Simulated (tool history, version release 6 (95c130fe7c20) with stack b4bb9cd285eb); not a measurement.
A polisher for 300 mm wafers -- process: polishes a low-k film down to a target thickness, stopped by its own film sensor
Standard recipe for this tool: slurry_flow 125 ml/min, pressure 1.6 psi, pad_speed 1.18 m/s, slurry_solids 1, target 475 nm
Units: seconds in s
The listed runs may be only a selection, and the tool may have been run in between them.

run	hour	slurry_flow	pressure	pad_speed	slurry_solids	target	incoming thickness of the incoming film, nm	seconds
1	0	115	1.6	1.18	1	475	500.1	85.3
2	49.2	125	1.9	1.18	1	475	499.9	74.9
3	81.1	125	1.9	1.18	1	475	498.4	70
# hour 93.2: head pressure recalibrated
4	134.4	125	1.6	1.18	1	475	496.5	72.1
# hour 163.2: slurry blender recalibrated
# hour 179.1: worn pad replaced by a new one
5	182.8	125	1.6	1.18	1	475	499.1	82.7
6	239.9	125	1.6	1.18	1	475	501.5	90.6
# hour 266.5: slurry nozzle cleaned
7	310.8	125	1.6	1.18	1	475	505.3	105.3
8	361.2	125	1.6	1.18	1	475	492.9	62.2
# hour 400.7: conditioning disc replaced and pad reconditioned
9	401.9	125	1.6	1.18	1	475	501.9	83.5
# hour 436.4: worn pad replaced by a new one
10	436.9	125	1.6	1.18	1	475	498.1	74.6
# hour 500.7: slurry nozzle cleaned
11	501.2	125	1.6	1.18	1	475	499.9	82.2
# hour 538.2: head pressure recalibrated
12	565.4	125	1.6	1.18	1	475	488.9	47
# hour 571.1: slurry blender recalibrated
13	637.3	125	1.6	1.18	1	475	502.5	96.2
14	666.7	125	1.6	1.18	1	482	500.1	62
# hour 725.2: worn pad replaced by a new one
# hour 732.3: slurry nozzle cleaned
15	736.8	125	1.1	1.42	0.9	484	493.9	41.3
16	795.2	105	1.6	0.92	0.8	475	497.9	111.2
17	861.6	115	1.6	1.18	1	475	504.1	102.7
# hour 932.1: head pressure recalibrated
18	932.6	90	1.6	1.18	1	466	504.5	142.3
# hour 947.5: slurry blender recalibrated
# hour 981.3: worn pad replaced by a new one
# hour 981.6: conditioning disc replaced and pad reconditioned
19	1000.1	125	1.6	1.18	1	475	501.3	84.9
# hour 1018.2: slurry nozzle cleaned
20	1055.3	125	1.6	0.94	1	471	496.8	99.3
21	1112.8	125	1.6	1.18	1	470	492.7	74.8
22	1158.3	125	1.6	1.18	1	475	495.3	69.3

What will run 23 give?
23	1199.1	125	1.6	1.18	0.75	475	504.7	?

{"run 23": {"seconds": 120.3}}
Minus the tool's unlogged condition, the same run would have read seconds 110.2 s.
